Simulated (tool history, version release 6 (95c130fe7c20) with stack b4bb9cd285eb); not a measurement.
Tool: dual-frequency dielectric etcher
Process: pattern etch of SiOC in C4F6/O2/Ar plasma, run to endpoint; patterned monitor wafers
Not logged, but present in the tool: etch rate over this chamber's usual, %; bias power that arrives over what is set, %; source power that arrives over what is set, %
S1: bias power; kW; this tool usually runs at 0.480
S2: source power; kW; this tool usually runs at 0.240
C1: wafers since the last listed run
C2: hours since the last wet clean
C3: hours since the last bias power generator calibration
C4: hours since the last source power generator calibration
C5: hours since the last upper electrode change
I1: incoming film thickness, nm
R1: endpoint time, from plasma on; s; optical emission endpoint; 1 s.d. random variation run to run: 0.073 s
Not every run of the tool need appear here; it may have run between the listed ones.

Run 1, day 0.000: usual settings; C1 0; C2 193.5; C3 3757.3; C4 1457.8; C5 3573.4; I1 42.35. Result: R1 18.0 s.
Run 2, day 2.550: usual settings; C1 687; C2 254.7; C3 3818.5; C4 1519.0; C5 3634.6; I1 42.76. Result: R1 18.1 s.
Run 3, day 6.700: usual settings; C1 1119; C2 354.3; C3 3918.1; C4 1618.6; C5 3734.2; I1 42.50. Result: R1 18.1 s.
Run 4, day 10.175: usual settings but S1 0.449 kW; C1 937; C2 437.7; C3 4001.5; C4 1702.0; C5 3817.6; I1 42.47. Result: R1 18.7 s.
Run 5, day 14.546: usual settings but S1 0.449 kW; C1 1179; C2 542.6; C3 4106.4; C4 1806.9; C5 3922.5; I1 42.26. Result: R1 18.6 s.
Run 6, day 17.875: usual settings but S1 0.449 kW; C1 898; C2 622.5; C3 4186.3; C4 1886.8; C5 4002.4; I1 42.68. Result: R1 18.9 s.
At day 20.700: wet clean of the chamber.
Run 7, day 20.721: usual settings; C1 497; C2 0.5; C3 4254.6; C4 1955.1; C5 4070.7; I1 42.60. Result: R1 18.2 s.
Run 8, day 23.754: usual settings but S2 0.200 kW; C1 818; C2 73.3; C3 4327.4; C4 2027.9; C5 4143.5; I1 43.15. Result: R1 20.3 s.
Run 9, day 26.625: usual settings but S2 0.200 kW; C1 774; C2 142.2; C3 4396.3; C4 2096.8; C5 4212.4; I1 42.52. Result: R1 20.0 s.
At day 28.888: source power generator calibrated.
Run 10, day 28.908: usual settings but S2 0.200 kW; C1 571; C2 197.0; C3 4451.1; C4 0.5; C5 4267.2; I1 42.90. Result: R1 19.7 s.
Run 11, day 31.992: usual settings; C1 831; C2 271.0; C3 4525.1; C4 74.5; C5 4341.2; I1 42.52. Result: R1 17.7 s.
Run 12, day 33.638: usual settings; C1 444; C2 310.5; C3 4564.6; C4 114.0; C5 4380.7; I1 42.98. Result: R1 18.0 s.
Run 13, day 35.462: usual settings but S1 0.547 kW, S2 0.290 kW; C1 492; C2 354.3; C3 4608.4; C4 157.8; C5 4424.5; I1 42.54. Result: R1 15.4 s.
At day 38.071: upper electrode replaced, of another model than before.
Run 14, day 38.092: usual settings; C1 439; C2 417.4; C3 4671.5; C4 220.9; C5 0.5; I1 42.67. Result: R1 17.9 s.
At day 38.629: bias power generator calibrated.
Run 15, day 39.288: usual settings but S2 0.210 kW; C1 277; C2 446.1; C3 15.8; C4 249.6; C5 29.2; I1 42.32. Result: R1 18.4 s.
Run 16, day 41.512: usual settings but S1 0.383 kW; C1 600; C2 499.5; C3 69.2; C4 303.0; C5 82.6; I1 42.67. Result: R1 20.8 s.
Run 17, day 43.175: usual settings but S1 0.406 kW; C1 448; C2 539.4; C3 109.1; C4 342.9; C5 122.5; I1 42.63. Result: R1 20.0 s.
Run 18, day 46.850: usual settings but S1 0.449 kW; C1 991; C2 627.6; C3 197.3; C4 431.1; C5 210.7; I1 42.88. Result: R1 18.7 s.
At day 49.500: wet clean of the chamber.
Run 19, day 49.638: usual settings but S1 0.547 kW, S2 0.290 kW; C1 482; C2 3.3; C3 264.2; C4 498.0; C5 277.6; I1 42.71. Result: R1 15.5 s.
Run 20, day 51.767: usual settings but S2 0.220 kW; C1 574; C2 54.4; C3 315.3; C4 549.1; C5 328.7; I1 42.83. Result: R1 18.4 s.
Run 21, day 53.671: usual settings but S1 0.414 kW, S2 0.210 kW; C1 513; C2 100.1; C3 361.0; C4 594.8; C5 374.4; I1 42.44. Result: R1 20.5 s.
Run 22, day 55.358: usual settings but S1 0.554 kW, S2 0.200 kW; C1 455; C2 140.6; C3 401.5; C4 635.3; C5 414.9; I1 42.91. Result: R1 17.2 s.
Run 23, day 61.988: usual settings but S1 0.535 kW; C1 1788; C2 299.7; C3 560.6; C4 794.4; C5 574.0; I1 42.77. Result: R1 16.7 s.

Below are 4 alternative next runs, each starting from the tool's condition after run 23. Predict each:
Run A, day 62.004: usual settings; C1 4; C2 300.1; C3 561.0; C4 794.8; C5 574.4; I1 42.81. Result: R1 ?.
Run B, day 62.004: usual settings but S1 0.406 kW, S2 0.190 kW; C1 4; C2 300.1; C3 561.0; C4 794.8; C5 574.4; I1 42.81. Result: R1 ?.
Run C, day 62.004: usual settings but S1 0.385 kW, S2 0.280 kW; C1 4; C2 300.1; C3 561.0; C4 794.8; C5 574.4; I1 42.81. Result: R1 ?.
Run D, day 62.004: usual settings but S1 0.572 kW, S2 0.270 kW; C1 4; C2 300.1; C3 561.0; C4 794.8; C5 574.4; I1 42.81. Result: R1 ?.

run    R1
  A  17.9
  B  21.4
  C  20.0
  D  15.5
Take away the tool's hidden state, keep each run's random variation, and the runs would have read:
run    R1
  A  17.8
  B  21.4
  C  19.9
  D  15.4
